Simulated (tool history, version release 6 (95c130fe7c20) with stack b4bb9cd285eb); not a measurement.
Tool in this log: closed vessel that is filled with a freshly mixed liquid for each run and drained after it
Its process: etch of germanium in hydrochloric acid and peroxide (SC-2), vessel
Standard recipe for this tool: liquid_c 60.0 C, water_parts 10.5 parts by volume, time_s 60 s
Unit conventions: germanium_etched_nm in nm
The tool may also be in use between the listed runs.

run   hour  liquid_c  water_parts  time_s  read-back film thickness of the germanium reference wafer, read on the same gauge (nm)  germanium_etched_nm
  1    0.0      60.0         10.5      60                                                                                   80.02               147.98
       2.7  -- chemicals flow meter replaced
  2   13.5      60.0         10.5      60                                                                                   80.01               148.63
  3   22.4      60.0         10.5      80                                                                                   79.97               196.91
  4   28.6      60.0          9.0      60                                                                                   80.01               150.61
  5   38.4      60.0          9.0      60                                                                                   79.94               149.98
  6   48.2      60.0          9.0      60                                                                                   80.01               150.90
      60.9  -- new drum of peroxide connected
  7   62.6      55.5         10.5      60                                                                                   79.99               129.46
  8   75.9      57.0         12.5      60                                                                                   80.00               131.92
  9   93.2      60.0          8.5      70                                                                                   79.98               175.53
 10  107.3      69.0         14.5      60                                                                                   80.00               180.20
 11  124.3      60.0          5.5      40                                                                                   79.98               103.05
 12  136.4      60.0          6.0      70                                                                                   80.00               180.50
 13  153.2      60.0          6.5      60                                                                                   79.99               153.68
 14  159.5      60.0         10.5      60                                                                                   80.00               146.87
 15  165.8      57.5         10.5      45                                                                                   80.01               102.85
 16  179.6      60.0         10.5      60                                                                                   80.02               146.48
 17  195.5      60.0         10.5      60                                                                                   80.02               148.17
 18  213.2      52.5          8.5      50                                                                                   79.97                99.88
 19  226.5      53.5         10.5      60                                                                                   80.02               120.30
 20  232.5      55.5         14.5      30                                                                                   80.01                61.72
 21  249.3      60.0         10.5      35                                                                                   80.01                85.68
 22  264.2      63.0          7.0      45                                                                                   79.98               124.07
 23  270.2      64.0          7.5      60                                                                                   79.99               169.87
 24  284.0      60.0         10.5      40                                                                                   80.00                97.48
 25  298.7      53.0         10.5      60                                                                                   80.01               118.32
 26  305.8      69.0         10.5      60                                                                                   79.99               189.86
 27  320.6      60.0         12.5      35                                                                                   80.01                83.34
 28  326.9      60.0         10.5      75                                                                                   79.97               184.02
 29  333.1      53.5          6.5      35                                                                                   80.00                72.87
 30  349.4      66.0         10.5      80                                                                                   79.99               232.61

The tool's hidden state at each run:
chemicals flow above the setpoint (%): 0, the same for each run
peroxide weaker than its label (%): 0, the same for each run
gauge reads high (%): 0, the same for each run
H1: liquid colder than its thermometer reads (K)
run     H1
  1   0.38
  2  0.394
  3  0.403
  4   0.41
  5   0.42
  6  0.431
  7  0.446
  8   0.46
  9  0.478
 10  0.493
 11  0.511
 12  0.523
 13  0.541
 14  0.548
 15  0.554
 16  0.569
 17  0.586
 18  0.604
 19  0.618
 20  0.625
 21  0.642
 22  0.658
 23  0.664
 24  0.679
 25  0.694
 26  0.702
 27  0.717
 28  0.724
 29   0.73
 30  0.748

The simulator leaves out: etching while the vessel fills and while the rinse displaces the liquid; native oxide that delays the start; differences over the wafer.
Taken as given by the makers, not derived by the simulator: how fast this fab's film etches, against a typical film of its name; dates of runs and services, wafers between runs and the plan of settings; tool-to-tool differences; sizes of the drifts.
